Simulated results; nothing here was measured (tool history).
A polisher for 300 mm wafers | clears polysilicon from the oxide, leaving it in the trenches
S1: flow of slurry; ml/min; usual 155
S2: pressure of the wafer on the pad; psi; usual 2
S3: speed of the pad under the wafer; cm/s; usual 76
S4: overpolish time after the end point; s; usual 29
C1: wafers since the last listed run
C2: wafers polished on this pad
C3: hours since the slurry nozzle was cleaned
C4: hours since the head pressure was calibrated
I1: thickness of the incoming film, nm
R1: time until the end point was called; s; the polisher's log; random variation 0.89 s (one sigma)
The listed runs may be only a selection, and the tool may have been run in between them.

Run 1, hour 0: usual settings but S2 1.5 psi; C1 0; C2 494; C3 349.1; C4 101.7; I1 537.6. Result: R1 74.7 s.
Run 2, hour 19.8: usual settings but S1 110 ml/min, S3 62 cm/s; C1 119; C2 613; C3 368.9; C4 121.5; I1 533.9. Result: R1 73 s.
At hour 24.7: worn pad replaced by a new one.
Run 3, hour 46.5: usual settings but S1 110 ml/min, S3 62 cm/s; C1 136; C2 131; C3 395.6; C4 148.2; I1 542.2. Result: R1 74.3 s.
Run 4, hour 62.8: usual settings; C1 98; C2 229; C3 411.9; C4 164.5; I1 533.1. Result: R1 55.3 s.
Run 5, hour 78.6: usual settings; C1 95; C2 324; C3 427.7; C4 180.3; I1 546.8. Result: R1 58.8 s.
Run 6, hour 99.1: usual settings; C1 123; C2 447; C3 448.2; C4 200.8; I1 535.3. Result: R1 56.9 s.
Run 7, hour 118.3: usual settings; C1 115; C2 563; C3 467.4; C4 220; I1 544.6. Result: R1 58.1 s.
At hour 125.7: worn pad replaced by a new one.
Run 8, hour 140.4: usual settings; C1 108; C2 88; C3 489.5; C4 242.1; I1 536.3. Result: R1 57.4 s.
Run 9, hour 161.5: usual settings; C1 127; C2 215; C3 510.6; C4 263.2; I1 536.1. Result: R1 55.9 s.
Run 10, hour 178.1: usual settings but S1 140 ml/min; C1 99; C2 315; C3 527.2; C4 279.8; I1 531.8. Result: R1 58.1 s.
Run 11, hour 204.4: usual settings but S1 140 ml/min; C1 158; C2 473; C3 553.5; C4 306.1; I1 544.5. Result: R1 58.6 s.
At hour 227.8: worn pad replaced by a new one.
Run 12, hour 230.9: usual settings; C1 135; C2 18; C3 580; C4 332.6; I1 539.6. Result: R1 57.3 s.
At hour 236.1: head pressure recalibrated.
Run 13, hour 266: usual settings; C1 199; C2 218; C3 615.1; C4 29.9; I1 542.1. Result: R1 58 s.
Run 14, hour 300: usual settings; C1 204; C2 422; C3 649.1; C4 63.9; I1 539.8. Result: R1 56.7 s.
Run 15, hour 322.8: usual settings but S1 170 ml/min, S2 1.4 psi; C1 137; C2 560; C3 671.9; C4 86.7; I1 530.9. Result: R1 78 s.
At hour 339.8: worn pad replaced by a new one.
Run 16, hour 341.1: usual settings but S2 2.4 psi, S3 84 cm/s, S4 42 s; C1 86; C2 7; C3 690.2; C4 105; I1 540.8. Result: R1 42.8 s.
Run 17, hour 354.3: usual settings; C1 79; C2 87; C3 703.4; C4 118.2; I1 540.5. Result: R1 58.2 s.
Run 18, hour 374.9: usual settings but S2 1.6 psi, S3 86 cm/s, S4 23 s; C1 124; C2 211; C3 724; C4 138.8; I1 541.7. Result: R1 64.1 s.
Run 19, hour 395.1: usual settings but S1 105 ml/min, S2 2.2 psi, S3 94 cm/s, S4 36 s; C1 121; C2 332; C3 744.2; C4 159; I1 538.1. Result: R1 45.5 s.
Run 20, hour 414: usual settings; C1 113; C2 446; C3 763.1; C4 177.9; I1 543.1. Result: R1 58.3 s.
At hour 418.6: slurry nozzle cleaned.
At hour 458.2: worn pad replaced by a new one.
Run 21, hour 467.1: usual settings but S2 2.7 psi, S3 62 cm/s, S4 40 s; C1 289; C2 53; C3 48.5; C4 231; I1 539.9. Result: R1 52.8 s.
Run 22, hour 479.5: usual settings but S4 40 s; C1 74; C2 128; C3 60.9; C4 243.4; I1 545.9. Result: R1 57.7 s.
Run 23, hour 502: usual settings but S3 96 cm/s; C1 135; C2 263; C3 83.4; C4 265.9; I1 550.7. Result: R1 45.6 s.
Run 24, hour 519.9: usual settings but S2 2.5 psi, S3 86 cm/s, S4 23 s; C1 107; C2 371; C3 101.3; C4 283.8; I1 546.7. Result: R1 40.3 s.
At hour 530: head pressure recalibrated.
Run 25, hour 534.5: usual settings; C1 75; C2 447; C3 115.9; C4 4.5; I1 536.2. Result: R1 57.1 s.
Run 26, hour 552.8: usual settings; C1 110; C2 557; C3 134.2; C4 22.8; I1 545.5. Result: R1 59 s.
Run 27, hour 568.5: usual settings; C1 94; C2 652; C3 149.9; C4 38.5; I1 531.1. Result: R1 57.3 s.
At hour 582.8: worn pad replaced by a new one.
Run 28, hour 589.8: usual settings but S1 185 ml/min, S2 2.6 psi, S3 58 cm/s, S4 36 s; C1 104; C2 42; C3 171.2; C4 59.8; I1 547.9. Result: R1 57.7 s.

State the hidden condition of the tool at each of the runs:
removal rate lost through wear of the pad, %: 0 on each run
slurry flow missing at the pad, %: 0 on each run
deviation of the head's pressure from its setpoint, %: 0 on each run
